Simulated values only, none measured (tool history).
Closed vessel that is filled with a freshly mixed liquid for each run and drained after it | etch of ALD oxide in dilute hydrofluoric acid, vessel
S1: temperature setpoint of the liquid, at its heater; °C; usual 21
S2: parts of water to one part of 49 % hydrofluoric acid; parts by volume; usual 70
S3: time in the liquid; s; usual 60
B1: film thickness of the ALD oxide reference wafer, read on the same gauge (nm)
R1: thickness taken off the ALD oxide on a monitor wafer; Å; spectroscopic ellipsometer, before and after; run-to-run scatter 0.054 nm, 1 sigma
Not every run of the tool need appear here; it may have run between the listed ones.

run   hour    S1  S2  S3     B1     R1
  1      0    18  70  60  60.02  124.5
  2   14.7    18  70  60  59.98  125.5
  3   32.4    18  70  60  60.04  125.1
  4   49.8    21  70  60  59.99  142.2
  5   69.9    21  70  60  59.95    143
      86.6  -- thermometer replaced
  6  115.8    21  70  60     60    144
  7  125.5    21  70  70  60.02  167.5
  8  135.1    21  70  70  60.03  168.4
  9  141.5    21  70  70     60  166.1
       142  -- gauge calibrated
 10  153.2    21  70  60  60.03  143.3
     154.2  -- hydrofluoric acid flow meter replaced
 11  160.5    21  70  60  60.02  132.5
 12  174.1    24  70  40  59.98  100.1
 13  184.2    25  70  50  59.97  131.3
 14  199.5    21  70  30     60   66.7
 15  206.4    18  60  60  59.97  138.4
 16  216.1    21  70  60  60.01  133.8
 17  226.6    21  70  60  60.03  133.6
 18  241.6    18  70  30  60.01   59.3
 19    254    21  70  60  59.99  134.7
 20  270.7  23.5  45  90  60.03  360.3
 21  286.8    18  35  50     60  205.3
 22  300.2    18  70  60     60  118.2
 23  338.6    21  70  60  59.96  134.2
 24  352.4    21  70  60  60.01  135.3
 25  362.3  22.5  95  90  60.01  153.8
 26  377.4  24.5  95  60  59.99  110.6
 27    386    21  50  60  59.99  193.5
 28  397.5    21  60  60     60  158.5
 29  410.2  25.5  70  40  60.03  107.8
 30  420.9    21  70  60  60.02  135.2
 31  432.5  24.5  90  60     60  117.1
 32  447.2  18.5  80  60  59.97    105
 33  454.5    17  85  80  59.99  123.5

Results per run with the tool's hidden condition removed, run-to-run variation unchanged:
The tool's hidden condition here consists of: liquid hotter than its thermometer reads (K); hydrofluoric acid flow above the setpoint (%); gauge reads high (%).
run     R1
  1  116.3
  2  117.2
  3  116.7
  4  132.6
  5  133.2
  6  133.9
  7  155.7
  8  156.5
  9  154.4
 10  133.1
 11    132
 12   99.6
 13  130.6
 14   66.3
 15  137.6
 16    133
 17  132.7
 18   58.9
 19  133.7
 20  357.5
 21  203.6
 22  117.2
 23  132.8
 24  133.8
 25    152
 26  109.3
 27  191.2
 28  156.6
 29  106.4
 30  133.4
 31  115.4
 32  103.5
 33  121.6

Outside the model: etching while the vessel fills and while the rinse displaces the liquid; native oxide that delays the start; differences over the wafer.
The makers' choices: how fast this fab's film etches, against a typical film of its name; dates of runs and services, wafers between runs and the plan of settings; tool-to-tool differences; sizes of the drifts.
